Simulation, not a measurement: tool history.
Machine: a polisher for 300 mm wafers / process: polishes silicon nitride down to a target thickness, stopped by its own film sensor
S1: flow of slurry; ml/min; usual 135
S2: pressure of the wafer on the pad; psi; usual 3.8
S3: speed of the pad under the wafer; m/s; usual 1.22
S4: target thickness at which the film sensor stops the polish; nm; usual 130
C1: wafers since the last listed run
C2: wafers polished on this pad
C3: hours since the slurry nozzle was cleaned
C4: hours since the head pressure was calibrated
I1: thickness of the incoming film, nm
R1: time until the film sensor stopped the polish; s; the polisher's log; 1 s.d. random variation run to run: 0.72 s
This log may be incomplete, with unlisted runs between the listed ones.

run 1 day=0 | S1=135 S2=3.8 S3=1.22 S4=130 | C1=0 C2=1117 C3=460.3 C4=440 | I1=280.5 | R1=77.4
-- day=1.996 slurry nozzle cleaned
run 2 day=6.35 | S1=135 S2=3.8 S3=1.22 S4=130 | C1=925 C2=2043 C3=104.5 C4=592.4 | I1=277.9 | R1=68.7
run 3 day=7.458 | S1=135 S2=3.8 S3=0.98 S4=130 | C1=162 C2=2206 C3=131.1 C4=619 | I1=285 | R1=86.3
run 4 day=9.625 | S1=135 S2=3.8 S3=1.22 S4=130 | C1=318 C2=2524 C3=183.1 C4=671 | I1=284 | R1=71.5
run 5 day=10.962 | S1=135 S2=3.8 S3=1.22 S4=130 | C1=196 C2=2720 C3=215.2 C4=703.1 | I1=283.8 | R1=73.5
-- day=11.771 worn pad replaced by a new one
run 6 day=14.138 | S1=135 S2=3.8 S3=1.22 S4=130 | C1=441 C2=347 C3=291.4 C4=779.3 | I1=285 | R1=75.8
run 7 day=15.683 | S1=110 S2=3.8 S3=0.94 S4=130 | C1=226 C2=574 C3=328.5 C4=816.4 | I1=283.1 | R1=96.8
run 8 day=17.658 | S1=110 S2=3.8 S3=0.94 S4=130 | C1=289 C2=864 C3=375.9 C4=863.8 | I1=281.9 | R1=98.9
run 9 day=18.933 | S1=155 S2=3.8 S3=1.22 S4=145 | C1=187 C2=1051 C3=406.5 C4=894.4 | I1=274.5 | R1=61.9
run 10 day=21.129 | S1=155 S2=3.8 S3=1.4 S4=130 | C1=322 C2=1373 C3=459.2 C4=947.1 | I1=280.6 | R1=64.6
run 11 day=22.771 | S1=155 S2=3.8 S3=1.4 S4=130 | C1=240 C2=1614 C3=498.6 C4=986.5 | I1=278.9 | R1=64.3
run 12 day=24.633 | S1=155 S2=3.8 S3=1.4 S4=130 | C1=273 C2=1887 C3=543.3 C4=1031.2 | I1=281 | R1=66.7
-- day=25.304 slurry nozzle cleaned
run 13 day=26.738 | S1=135 S2=2.6 S3=1.22 S4=170 | C1=302 C2=2190 C3=34.4 C4=1081.7 | I1=281.3 | R1=76.5
run 14 day=28.288 | S1=135 S2=3.8 S3=1.22 S4=164 | C1=227 C2=2418 C3=71.6 C4=1118.9 | I1=285.2 | R1=56.7
run 15 day=30.1 | S1=135 S2=3.8 S3=1.22 S4=130 | C1=266 C2=2684 C3=115.1 C4=1162.4 | I1=283.3 | R1=71.2
-- day=31.608 worn pad replaced by a new one
run 16 day=32.488 | S1=95 S2=3.8 S3=1.22 S4=88 | C1=325 C2=128 C3=172.4 C4=1219.7 | I1=280 | R1=101.9
run 17 day=34.379 | S1=135 S2=3.8 S3=1.22 S4=130 | C1=277 C2=406 C3=217.8 C4=1265.1 | I1=280.4 | R1=72.9
-- day=36.254 head pressure recalibrated
run 18 day=36.696 | S1=135 S2=3.8 S3=1.22 S4=130 | C1=327 C2=734 C3=273.4 C4=10.6 | I1=281.2 | R1=72.3
run 19 day=38.392 | S1=135 S2=3.8 S3=1.22 S4=130 | C1=248 C2=983 C3=314.1 C4=51.3 | I1=280.2 | R1=73.1
run 20 day=39.517 | S1=135 S2=3.8 S3=1.4 S4=130 | C1=165 C2=1148 C3=341.1 C4=78.3 | I1=275.3 | R1=63.7
run 21 day=41.396 | S1=170 S2=3.8 S3=1.04 S4=130 | C1=275 C2=1424 C3=386.2 C4=123.4 | I1=279.1 | R1=79
-- day=48.592 slurry nozzle cleaned
run 22 day=49.942 | S1=135 S2=3.8 S3=1.08 S4=130 | C1=1248 C2=2672 C3=32.4 C4=328.5 | I1=281.1 | R1=77.6
run 23 day=52.538 | S1=135 S2=3.8 S3=1.22 S4=130 | C1=381 C2=3053 C3=94.7 C4=390.8 | I1=276.6 | R1=70.3
-- day=53.204 worn pad replaced by a new one
run 24 day=53.6 | S1=135 S2=3.8 S3=1.22 S4=93 | C1=131 C2=57 C3=120.2 C4=416.3 | I1=283.8 | R1=90
run 25 day=55.358 | S1=110 S2=3.8 S3=0.94 S4=130 | C1=258 C2=315 C3=162.4 C4=458.5 | I1=282.1 | R1=94.5
run 26 day=57.588 | S1=120 S2=2.8 S3=1.48 S4=143 | C1=327 C2=643 C3=215.9 C4=512 | I1=286.1 | R1=82.8
run 27 day=58.767 | S1=135 S2=2.7 S3=0.88 S4=161 | C1=173 C2=816 C3=244.2 C4=540.3 | I1=281.8 | R1=107.3
run 28 day=61.017 | S1=135 S2=2.8 S3=1.22 S4=130 | C1=330 C2=1146 C3=298.2 C4=594.3 | I1=282.6 | R1=101.3
run 29 day=62.554 | S1=95 S2=3.3 S3=0.88 S4=130 | C1=225 C2=1372 C3=335.1 C4=631.2 | I1=283.3 | R1=125.9
run 30 day=63.717 | S1=135 S2=3.8 S3=1.22 S4=130 | C1=170 C2=1542 C3=363 C4=659.1 | I1=280.2 | R1=74.4
run 31 day=65.546 | S1=135 S2=3.8 S3=1.22 S4=130 | C1=268 C2=1811 C3=406.9 C4=703 | I1=279.2 | R1=73
run 32 day=66.967 | S1=135 S2=3.3 S3=1.22 S4=101 | C1=208 C2=2019 C3=441 C4=737.1 | I1=278.7 | R1=103.9
-- day=69.162 slurry nozzle cleaned
run 33 day=69.242 | S1=135 S2=3.8 S3=1.22 S4=130 | C1=327 C2=2347 C3=1.9 C4=791.7 | I1=278.4 | R1=67.5
run 34 day=71.079 | S1=155 S2=3.2 S3=1.48 S4=110 | C1=269 C2=2617 C3=46 C4=835.8 | I1=282.2 | R1=79.2

What does the tool deliver on the next run?
run 35 day=73.512 | S1=165 S2=3.4 S3=1.22 S4=130 | C1=357 C2=2974 C3=104.4 C4=894.2 | I1=275.4 | R1=?

R1: 73.5 s
Take away the tool's hidden state, keep the run-to-run variation as it was, and the same run would have given R1 72.4 s.
